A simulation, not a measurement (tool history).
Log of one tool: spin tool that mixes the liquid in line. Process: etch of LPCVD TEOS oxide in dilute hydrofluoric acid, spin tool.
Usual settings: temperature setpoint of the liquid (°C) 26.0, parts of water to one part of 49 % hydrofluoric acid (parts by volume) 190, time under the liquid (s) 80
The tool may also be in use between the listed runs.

| run | hour | temperature setpoint of the liquid (°C) | parts of water to one part of 49 % hydrofluoric acid (parts by volume) | time under the liquid (s) | wafers since the last listed run | hours since the thermometer was replaced | hours since the hydrofluoric acid flow meter was replaced | hours since the gauge calibration | read-back film thickness of the LPCVD TEOS oxide reference wafer, read on the same gauge (nm) | thickness taken off the LPCVD TEOS oxide on a monitor wafer (Å) |
|---|---|---|---|---|---|---|---|---|---|---|
| 1 | 0.0 | 26.0 | 190 | 80 | 0 | 1692.5 | 1616.9 | 611.7 | 80.00 | 128.3 |
| 2 | 44.2 | 26.0 | 190 | 80 | 331 | 1736.7 | 1661.1 | 655.9 | 79.98 | 126.2 |
| 3 | 77.9 | 26.0 | 190 | 80 | 253 | 1770.4 | 1694.8 | 689.6 | 80.02 | 129.0 |
| 4 | 129.4 | 26.0 | 190 | 80 | 386 | 1821.9 | 1746.3 | 741.1 | 80.01 | 127.8 |
| 5 | 198.3 | 26.0 | 190 | 80 | 517 | 1890.8 | 1815.2 | 810.0 | 79.96 | 128.4 |
| 6 | 222.8 | 26.0 | 190 | 80 | 183 | 1915.3 | 1839.7 | 834.5 | 80.00 | 124.4 |
| 7 | 257.9 | 26.0 | 190 | 80 | 263 | 1950.4 | 1874.8 | 869.6 | 79.98 | 124.3 |
| 8 | 304.2 | 26.0 | 190 | 80 | 347 | 1996.7 | 1921.1 | 915.9 | 80.02 | 126.1 |
| 9 | 364.7 | 26.0 | 190 | 80 | 454 | 2057.2 | 1981.6 | 976.4 | 80.02 | 127.1 |
| 10 | 394.6 | 27.0 | 190 | 80 | 224 | 2087.1 | 2011.5 | 1006.3 | 80.02 | 129.5 |
|  | 439.2 | gauge calibrated |
| 11 | 465.8 | 27.0 | 190 | 80 | 534 | 2158.3 | 2082.7 | 26.6 | 80.03 | 131.1 |
|  | 477.3 | hydrofluoric acid flow meter replaced |
| 12 | 526.7 | 27.0 | 190 | 80 | 449 | 2219.2 | 49.4 | 87.5 | 79.99 | 117.8 |
| 13 | 556.5 | 29.0 | 190 | 95 | 223 | 2249.0 | 79.2 | 117.3 | 80.00 | 148.7 |
|  | 601.7 | thermometer replaced |
| 14 | 604.2 | 26.0 | 190 | 90 | 350 | 2.5 | 126.9 | 165.0 | 79.99 | 126.6 |
| 15 | 657.4 | 26.0 | 190 | 80 | 399 | 55.7 | 180.1 | 218.2 | 80.02 | 112.5 |
|  | 666.1 | hydrofluoric acid flow meter replaced, repeated, since the last time left the tool worse |
| 16 | 711.5 | 23.0 | 285 | 80 | 398 | 109.8 | 45.4 | 272.3 | 79.99 | 74.2 |
| 17 | 752.2 | 26.0 | 190 | 80 | 305 | 150.5 | 86.1 | 313.0 | 79.96 | 138.2 |
| 18 | 791.9 | 26.0 | 190 | 80 | 298 | 190.2 | 125.8 | 352.7 | 80.02 | 138.6 |
| 19 | 842.4 | 26.0 | 105 | 55 | 379 | 240.7 | 176.3 | 403.2 | 80.01 | 189.2 |
| 20 | 875.7 | 26.0 | 135 | 80 | 250 | 274.0 | 209.6 | 436.5 | 80.01 | 207.1 |
| 21 | 905.4 | 21.0 | 235 | 80 | 223 | 303.7 | 239.3 | 466.2 | 80.03 | 88.2 |
| 22 | 930.5 | 26.0 | 155 | 50 | 188 | 328.8 | 264.4 | 491.3 | 79.97 | 109.6 |
| 23 | 998.2 | 22.5 | 275 | 105 | 508 | 396.5 | 332.1 | 559.0 | 79.97 | 99.4 |
| 24 | 1069.5 | 21.5 | 110 | 80 | 535 | 467.8 | 403.4 | 630.3 | 79.98 | 219.2 |
| 25 | 1105.9 | 26.0 | 190 | 55 | 273 | 504.2 | 439.8 | 666.7 | 80.00 | 92.4 |
| 26 | 1139.1 | 26.0 | 190 | 80 | 249 | 537.4 | 473.0 | 699.9 | 80.00 | 133.9 |
| 27 | 1178.8 | 22.5 | 275 | 105 | 298 | 577.1 | 512.7 | 739.6 | 80.01 | 98.2 |
| 28 | 1235.0 | 26.0 | 190 | 120 | 422 | 633.3 | 568.9 | 795.8 | 80.03 | 197.3 |
| 29 | 1281.7 | 26.0 | 190 | 80 | 350 | 680.0 | 615.6 | 842.5 | 80.00 | 134.6 |
| 30 | 1313.7 | 22.5 | 190 | 80 | 240 | 712.0 | 647.6 | 874.5 | 80.02 | 116.6 |
| 31 | 1378.8 | 26.0 | 220 | 80 | 488 | 777.1 | 712.7 | 939.6 | 80.00 | 110.4 |
|  | 1409.0 | gauge calibrated |
| 32 | 1411.8 | 29.0 | 280 | 50 | 247 | 810.1 | 745.7 | 2.8 | 79.97 | 56.8 |

Branching from run 32: 5 alternative next runs. What would each branch give?
| A | 1412.2 | 26.0 | 190 | 80 | 3 | 810.5 | 746.1 | 3.2 | ? | ? |
| B | 1412.2 | 26.0 | 225 | 80 | 3 | 810.5 | 746.1 | 3.2 | ? | ? |
| C | 1412.2 | 26.0 | 265 | 80 | 3 | 810.5 | 746.1 | 3.2 | ? | ? |
| D | 1412.2 | 28.0 | 110 | 125 | 3 | 810.5 | 746.1 | 3.2 | ? | ? |
| E | 1412.2 | 26.0 | 145 | 80 | 3 | 810.5 | 746.1 | 3.2 | ? | ? |

| run | read-back film thickness of the LPCVD TEOS oxide reference wafer, read on the same gauge (nm) | thickness taken off the LPCVD TEOS oxide on a monitor wafer (Å) |
|---|---|---|
| A | 80.00 | 133.7 |
| B | 80.00 | 108.4 |
| C | 80.00 | 88.1 |
| D | 80.00 | 429.7 |
| E | 80.00 | 184.9 |
Without the tool's hidden state the same runs would have given:
| run | thickness taken off the LPCVD TEOS oxide on a monitor wafer (Å) |
|---|---|
| A | 140.0 |
| B | 113.7 |
| C | 92.5 |
| D | 448.8 |
| E | 193.3 |
